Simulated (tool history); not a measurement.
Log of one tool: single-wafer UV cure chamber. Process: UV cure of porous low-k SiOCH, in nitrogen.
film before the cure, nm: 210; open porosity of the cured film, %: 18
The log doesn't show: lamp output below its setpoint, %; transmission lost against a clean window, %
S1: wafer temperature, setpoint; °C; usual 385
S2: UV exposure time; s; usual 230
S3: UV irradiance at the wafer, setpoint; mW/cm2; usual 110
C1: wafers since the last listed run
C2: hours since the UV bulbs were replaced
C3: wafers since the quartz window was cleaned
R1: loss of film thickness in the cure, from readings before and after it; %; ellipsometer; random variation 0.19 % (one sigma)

{"run": 1, "day": 0.0, "S1": 385, "S2": 230, "S3": 110, "C1": 0, "C2": 644.5, "C3": 1084, "R1": 10.94}
{"run": 2, "day": 4.396, "S1": 385, "S2": 230, "S3": 110, "C1": 643, "C2": 750.0, "C3": 1727, "R1": 10.807}
{"run": 3, "day": 6.946, "S1": 385, "S2": 230, "S3": 80, "C1": 373, "C2": 811.2, "C3": 2101, "R1": 8.918}
{"day": 7.892, "done": "quartz window cleaned"}
{"run": 4, "day": 10.9, "S1": 385, "S2": 230, "S3": 139, "C1": 530, "C2": 906.1, "C3": 440, "R1": 12.192}
{"run": 5, "day": 13.471, "S1": 385, "S2": 230, "S3": 139, "C1": 376, "C2": 967.8, "C3": 817, "R1": 12.253}
{"run": 6, "day": 15.221, "S1": 385, "S2": 230, "S3": 139, "C1": 256, "C2": 1009.8, "C3": 1073, "R1": 11.819}
{"run": 7, "day": 17.838, "S1": 385, "S2": 230, "S3": 110, "C1": 383, "C2": 1072.6, "C3": 1456, "R1": 11.071}
{"run": 8, "day": 20.875, "S1": 385, "S2": 230, "S3": 110, "C1": 444, "C2": 1145.5, "C3": 1901, "R1": 10.774}
{"run": 9, "day": 24.742, "S1": 385, "S2": 230, "S3": 110, "C1": 566, "C2": 1238.3, "C3": 2467, "R1": 10.328}
{"day": 26.125, "done": "quartz window cleaned"}
{"run": 10, "day": 28.121, "S1": 391, "S2": 230, "S3": 110, "C1": 446, "C2": 1319.4, "C3": 292, "R1": 11.165}
{"run": 11, "day": 29.858, "S1": 385, "S2": 230, "S3": 96, "C1": 254, "C2": 1361.1, "C3": 546, "R1": 10.847}
{"run": 12, "day": 34.008, "S1": 385, "S2": 230, "S3": 110, "C1": 607, "C2": 1460.7, "C3": 1154, "R1": 10.512}
{"run": 13, "day": 36.338, "S1": 385, "S2": 230, "S3": 110, "C1": 341, "C2": 1516.6, "C3": 1495, "R1": 10.334}
{"run": 14, "day": 40.508, "S1": 385, "S2": 230, "S3": 110, "C1": 610, "C2": 1616.7, "C3": 2106, "R1": 10.236}
{"day": 41.312, "done": "quartz window cleaned"}
{"run": 15, "day": 44.054, "S1": 385, "S2": 185, "S3": 110, "C1": 470, "C2": 1701.8, "C3": 401, "R1": 10.353}
{"day": 51.9, "done": "UV bulbs replaced"}
{"run": 16, "day": 52.025, "S1": 385, "S2": 305, "S3": 143, "C1": 1118, "C2": 3.0, "C3": 1519, "R1": 12.971}
{"day": 55.496, "done": "quartz window cleaned"}
{"run": 17, "day": 56.008, "S1": 395, "S2": 165, "S3": 96, "C1": 534, "C2": 98.6, "C3": 75, "R1": 9.27}
{"run": 18, "day": 60.446, "S1": 385, "S2": 315, "S3": 150, "C1": 649, "C2": 205.1, "C3": 725, "R1": 13.748}
{"run": 19, "day": 63.217, "S1": 380, "S2": 230, "S3": 110, "C1": 405, "C2": 271.6, "C3": 1130, "R1": 10.633}
{"run": 20, "day": 66.846, "S1": 385, "S2": 295, "S3": 110, "C1": 531, "C2": 358.7, "C3": 1662, "R1": 11.524}
{"run": 21, "day": 70.208, "S1": 385, "S2": 360, "S3": 135, "C1": 492, "C2": 439.4, "C3": 2154, "R1": 13.437}
{"day": 72.896, "done": "quartz window cleaned"}
{"run": 22, "day": 74.45, "S1": 380, "S2": 230, "S3": 120, "C1": 572, "C2": 541.2, "C3": 227, "R1": 11.425}
{"run": 23, "day": 78.667, "S1": 368, "S2": 230, "S3": 110, "C1": 617, "C2": 642.4, "C3": 845, "R1": 10.901}
{"run": 24, "day": 82.008, "S1": 385, "S2": 230, "S3": 123, "C1": 489, "C2": 722.6, "C3": 1334, "R1": 11.45}

3 ways to go on from here, each from the tool as it stands after run 24. What would each give?
{"run": "A", "day": 82.025, "S1": 404, "S2": 230, "S3": 110, "C1": 2, "C2": 723.0, "C3": 1337, "R1": "?"}
{"run": "B", "day": 82.025, "S1": 399, "S2": 230, "S3": 72, "C1": 2, "C2": 723.0, "C3": 1337, "R1": "?"}
{"run": "C", "day": 82.025, "S1": 370, "S2": 230, "S3": 110, "C1": 2, "C2": 723.0, "C3": 1337, "R1": "?"}

run=A R1=11.153
run=B R1=9.291
run=C R1=10.571
Without the tool's hidden state the same runs would have given:
run=A R1=11.805
run=B R1=9.909
run=C R1=11.213

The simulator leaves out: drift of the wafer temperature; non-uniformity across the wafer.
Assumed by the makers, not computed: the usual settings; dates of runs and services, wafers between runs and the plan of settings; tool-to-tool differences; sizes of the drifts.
